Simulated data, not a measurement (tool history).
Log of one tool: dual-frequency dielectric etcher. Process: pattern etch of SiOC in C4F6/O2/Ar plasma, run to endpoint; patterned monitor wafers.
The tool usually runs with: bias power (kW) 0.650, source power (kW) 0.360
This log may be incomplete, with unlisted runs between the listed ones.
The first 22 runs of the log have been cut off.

run,hour,bias power (kW),source power (kW),"incoming incoming film thickness, nm",endpoint time (s)
23,313.2,0.650,0.360,45.40,14.8
24,320.0,0.770,0.300,44.77,15.0
25,337.3,0.494,0.400,45.13,15.0
26,345.5,0.650,0.360,45.43,14.8
27,353.7,0.552,0.430,45.21,14.2
28,368.9,0.650,0.360,44.83,14.7
# hour 408.3: source power generator calibrated
29,419.7,0.650,0.360,44.97,14.7
30,434.6,0.515,0.360,45.20,15.7
31,443.5,0.694,0.410,45.05,13.8
32,459.8,0.721,0.300,44.48,15.1
33,466.1,0.799,0.430,44.78,12.9
34,474.9,0.535,0.430,45.24,14.5
35,522.3,0.503,0.310,45.32,16.8
36,532.8,0.536,0.430,45.42,14.5

3 options for the next run, each taken on its own from the tool as it stands now. Forecast them:
A,533.2,0.650,0.430,45.05,?
B,533.2,0.557,0.310,45.05,?
C,533.2,0.528,0.360,45.05,?

run,endpoint time (s)
A,13.9
B,16.6
C,15.8
With no hidden state in the tool, these same runs would have given:
run,endpoint time (s)
A,13.6
B,16.2
C,15.4
